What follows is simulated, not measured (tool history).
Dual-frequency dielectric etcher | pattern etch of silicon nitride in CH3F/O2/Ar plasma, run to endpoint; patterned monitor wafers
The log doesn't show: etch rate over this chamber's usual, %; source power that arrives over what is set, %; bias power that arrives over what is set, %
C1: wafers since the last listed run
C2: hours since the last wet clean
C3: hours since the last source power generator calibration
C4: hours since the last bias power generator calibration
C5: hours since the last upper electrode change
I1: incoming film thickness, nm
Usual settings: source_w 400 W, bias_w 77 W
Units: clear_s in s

Run 1, hour 0.0: usual settings but source_w 350 W, bias_w 82 W; C1 0; C2 165.1; C3 3618.4; C4 2371.8; C5 3743.9; I1 58.2. Result: clear_s 78.9 s.
Run 2, hour 48.1: usual settings but source_w 350 W, bias_w 82 W; C1 565; C2 213.2; C3 3666.5; C4 2419.9; C5 3792.0; I1 58.1. Result: clear_s 80.4 s.
Run 3, hour 85.0: usual settings but bias_w 70 W; C1 433; C2 250.1; C3 3703.4; C4 2456.8; C5 3828.9; I1 58.1. Result: clear_s 81.6 s.
Run 4, hour 147.5: usual settings; C1 734; C2 312.6; C3 3765.9; C4 2519.3; C5 3891.4; I1 57.9. Result: clear_s 78.7 s.
Run 5, hour 181.9: usual settings; C1 404; C2 347.0; C3 3800.3; C4 2553.7; C5 3925.8; I1 58.0. Result: clear_s 79.9 s.
Run 6, hour 211.6: usual settings; C1 349; C2 376.7; C3 3830.0; C4 2583.4; C5 3955.5; I1 57.8. Result: clear_s 78.7 s.
Run 7, hour 248.4: usual settings but source_w 430 W, bias_w 68 W; C1 432; C2 413.5; C3 3866.8; C4 2620.2; C5 3992.3; I1 57.8. Result: clear_s 81.5 s.
Run 8, hour 277.3: usual settings but source_w 430 W, bias_w 68 W; C1 339; C2 442.4; C3 3895.7; C4 2649.1; C5 4021.2; I1 57.9. Result: clear_s 82.1 s.
Run 9, hour 312.9: usual settings but source_w 430 W, bias_w 68 W; C1 418; C2 478.0; C3 3931.3; C4 2684.7; C5 4056.8; I1 57.4. Result: clear_s 81.4 s.
At hour 377.8: wet clean of the chamber.
At hour 404.3: source power generator calibrated.
At hour 431.8: bias power generator calibrated.
Run 10, hour 476.3: usual settings but source_w 430 W, bias_w 90 W; C1 1544; C2 98.5; C3 72.0; C4 44.5; C5 4220.2; I1 57.9. Result: clear_s 71.2 s.
Run 11, hour 542.5: usual settings but source_w 430 W, bias_w 90 W; C1 777; C2 164.7; C3 138.2; C4 110.7; C5 4286.4; I1 57.6. Result: clear_s 70.9 s.
Run 12, hour 577.0: usual settings but source_w 420 W; C1 405; C2 199.2; C3 172.7; C4 145.2; C5 4320.9; I1 57.9. Result: clear_s 77.1 s.
Run 13, hour 604.2: usual settings but source_w 420 W; C1 319; C2 226.4; C3 199.9; C4 172.4; C5 4348.1; I1 57.6. Result: clear_s 76.4 s.
Run 14, hour 669.0: usual settings but source_w 460 W, bias_w 83 W; C1 761; C2 291.2; C3 264.7; C4 237.2; C5 4412.9; I1 59.0. Result: clear_s 74.8 s.
Run 15, hour 721.7: usual settings but source_w 360 W, bias_w 92 W; C1 619; C2 343.9; C3 317.4; C4 289.9; C5 4465.6; I1 58.5. Result: clear_s 76.5 s.
Run 16, hour 777.7: usual settings but source_w 360 W, bias_w 68 W; C1 658; C2 399.9; C3 373.4; C4 345.9; C5 4521.6; I1 58.0. Result: clear_s 85.9 s.
Run 17, hour 830.2: usual settings; C1 616; C2 452.4; C3 425.9; C4 398.4; C5 4574.1; I1 57.4. Result: clear_s 79.4 s.
Run 18, hour 888.9: usual settings; C1 689; C2 511.1; C3 484.6; C4 457.1; C5 4632.8; I1 57.7. Result: clear_s 81.5 s.
At hour 930.1: wet clean of the chamber.
Run 19, hour 930.6: usual settings but source_w 460 W, bias_w 92 W; C1 208; C2 0.5; C3 526.3; C4 498.8; C5 4674.5; I1 57.2. Result: clear_s 68.1 s.
At hour 1003.8: upper electrode replaced.
Run 20, hour 1004.3: usual settings; C1 584; C2 74.2; C3 600.0; C4 572.5; C5 0.5; I1 58.1. Result: clear_s 77.5 s.
Run 21, hour 1031.2: usual settings; C1 316; C2 101.1; C3 626.9; C4 599.4; C5 27.4; I1 57.9. Result: clear_s 77.2 s.
Run 22, hour 1091.8: usual settings but source_w 320 W, bias_w 69 W; C1 712; C2 161.7; C3 687.5; C4 660.0; C5 88.0; I1 57.6. Result: clear_s 85.1 s.
Run 23, hour 1150.5: usual settings but source_w 360 W, bias_w 66 W; C1 689; C2 220.4; C3 746.2; C4 718.7; C5 146.7; I1 58.1. Result: clear_s 85.7 s.
Run 24, hour 1176.3: usual settings but source_w 470 W, bias_w 84 W; C1 303; C2 246.2; C3 772.0; C4 744.5; C5 172.5; I1 57.6. Result: clear_s 71.3 s.
Run 25, hour 1208.7: usual settings but source_w 350 W, bias_w 71 W; C1 380; C2 278.6; C3 804.4; C4 776.9; C5 204.9; I1 57.7. Result: clear_s 84.5 s.
Run 26, hour 1255.0: usual settings but bias_w 59 W; C1 544; C2 324.9; C3 850.7; C4 823.2; C5 251.2; I1 58.3. Result: clear_s 88.7 s.
Run 27, hour 1282.5: usual settings but source_w 370 W, bias_w 94 W; C1 323; C2 352.4; C3 878.2; C4 850.7; C5 278.7; I1 57.5. Result: clear_s 74.0 s.

3 ways to go on from here, each from the tool as it stands after run 27. What would each give?
Run A, hour 1282.9: usual settings but source_w 300 W; C1 4; C2 352.8; C3 878.6; C4 851.1; C5 279.1; I1 58.6. Result: clear_s ?.
Run B, hour 1282.9: usual settings but source_w 440 W; C1 4; C2 352.8; C3 878.6; C4 851.1; C5 279.1; I1 58.6. Result: clear_s ?.
Run C, hour 1282.9: usual settings but source_w 450 W, bias_w 92 W; C1 4; C2 352.8; C3 878.6; C4 851.1; C5 279.1; I1 58.6. Result: clear_s ?.

run  clear_s
  A     86.4
  B     77.5
  C     71.5
Without the tool's hidden state the same runs would have given:
run  clear_s
  A     83.9
  B     75.3
  C     69.5
